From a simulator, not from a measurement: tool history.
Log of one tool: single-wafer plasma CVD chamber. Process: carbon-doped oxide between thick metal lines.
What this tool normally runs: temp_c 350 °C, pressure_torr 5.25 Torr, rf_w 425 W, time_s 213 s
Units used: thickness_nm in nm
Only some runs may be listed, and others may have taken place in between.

run,hour,temp_c,pressure_torr,rf_w,time_s,wafers since the last listed run,hours since the last thermocouple change,hours since the last RF generator calibration,hours since the last manometer calibration,hours since the showerhead was replaced,hours since the gauge calibration,"read-back reference wafer on the same gauge, thickness_nm",thickness_nm
1,0,350,5.25,425,186,0,733.7,378.4,828.7,1957.7,710.7,827.003,797.552
2,58,350,5.25,425,213,490,791.7,436.4,886.7,2015.7,768.7,827.011,914.235
3,134.6,350,5.25,425,213,648,868.3,513,963.3,2092.3,845.3,827.581,904.374
4,195.6,350,5.25,425,213,516,929.3,574,1024.3,2153.3,906.3,827.082,913.75
5,289,350,6.01,425,213,790,1022.7,667.4,1117.7,2246.7,999.7,826.621,937.693
6,340.2,350,6.01,425,213,433,1073.9,718.6,1168.9,2297.9,1050.9,826.527,930.175
7,436,350,6.01,425,213,810,1169.7,814.4,1264.7,2393.7,1146.7,827.836,926.273
8,536.6,350,5.25,365,238,851,1270.3,915,1365.3,2494.3,1247.3,826.734,960.889
9,599.5,350,5.25,365,238,532,1333.2,977.9,1428.2,2557.2,1310.2,826.741,958.169
# hour 652.7: RF generator calibrated
10,653.2,350,5.25,365,238,386,1386.9,0.5,1481.9,2610.9,1363.9,827.221,974.302
# hour 681.3: showerhead replaced, of another model than before
11,750.8,350,5.25,425,213,758,1484.5,98.1,1579.5,69.5,1461.5,827.022,918.254
12,798.1,350,5.86,425,188,400,1531.8,145.4,1626.8,116.8,1508.8,826.141,828.556
13,895.9,350,5.25,505,193,827,1629.6,243.2,1724.6,214.6,1606.6,826.883,871.979
14,957.6,337,6.08,480,213,522,1691.3,304.9,1786.3,276.3,1668.3,827.166,1001.344
15,1007.6,350,6.19,425,213,423,1741.3,354.9,1836.3,326.3,1718.3,827.571,945.246
# hour 1012.1: gauge calibrated
# hour 1045.9: capacitance manometer re-zeroed and calibrated
# hour 1079.1: thermocouple changed; heater temperature recalibrated
16,1079.6,350,5.25,425,213,473,0.5,426.9,33.7,398.3,67.5,826.384,922.638
17,1162.3,350,5.25,365,238,699,83.2,509.6,116.4,481,150.2,828.114,991.372
18,1200,350,4.82,495,237,319,120.9,547.3,154.1,518.7,187.9,826.628,1046.56
19,1307.2,350,5.25,365,238,907,228.1,654.5,261.3,625.9,295.1,827.218,993.452
20,1347.7,350,5.96,425,213,342,268.6,695,301.8,666.4,335.6,827.914,939.07
21,1388.3,357,5.25,495,180,343,309.2,735.6,342.4,707,376.2,826.537,791.798
22,1440.7,363,4.15,365,181,443,361.6,788,394.8,759.4,428.6,826.49,706.679
23,1522.5,360,3.94,425,236,692,443.4,869.8,476.6,841.2,510.4,826.926,949.323
24,1598,350,5.25,460,213,638,518.9,945.3,552.1,916.7,585.9,827.659,937.386
25,1685.7,355,5.25,425,191,742,606.6,1033,639.8,1004.4,673.6,827.161,806.433
26,1763.7,355,5.25,425,196,660,684.6,1111,717.8,1082.4,751.6,827.108,831.004
# hour 1782.9: RF generator calibrated
27,1846.2,350,4.42,425,244,630,767.1,63.3,800.3,1164.9,834.1,827.271,1023.186

Each row is a separate what-if for the run after 27, all from the same tool condition, not one after another. Results?
A,1846.7,350,5.25,425,213,4,767.6,63.8,800.8,1165.4,834.6,?,?
B,1846.7,344,4.07,505,232,4,767.6,63.8,800.8,1165.4,834.6,?,?
C,1846.7,341,4.32,490,213,4,767.6,63.8,800.8,1165.4,834.6,?,?
D,1846.7,359,5.25,425,213,4,767.6,63.8,800.8,1165.4,834.6,?,?
E,1846.7,338,4.31,425,184,4,767.6,63.8,800.8,1165.4,834.6,?,?

run,"read-back reference wafer on the same gauge, thickness_nm",thickness_nm
A,826.295,916.943
B,826.295,1015.479
C,826.295,942.492
D,826.295,895.441
E,826.295,797.259
With no hidden state in the tool, these same runs would have given:
run,thickness_nm
A,918.867
B,1017.61
C,944.469
D,897.32
E,798.931
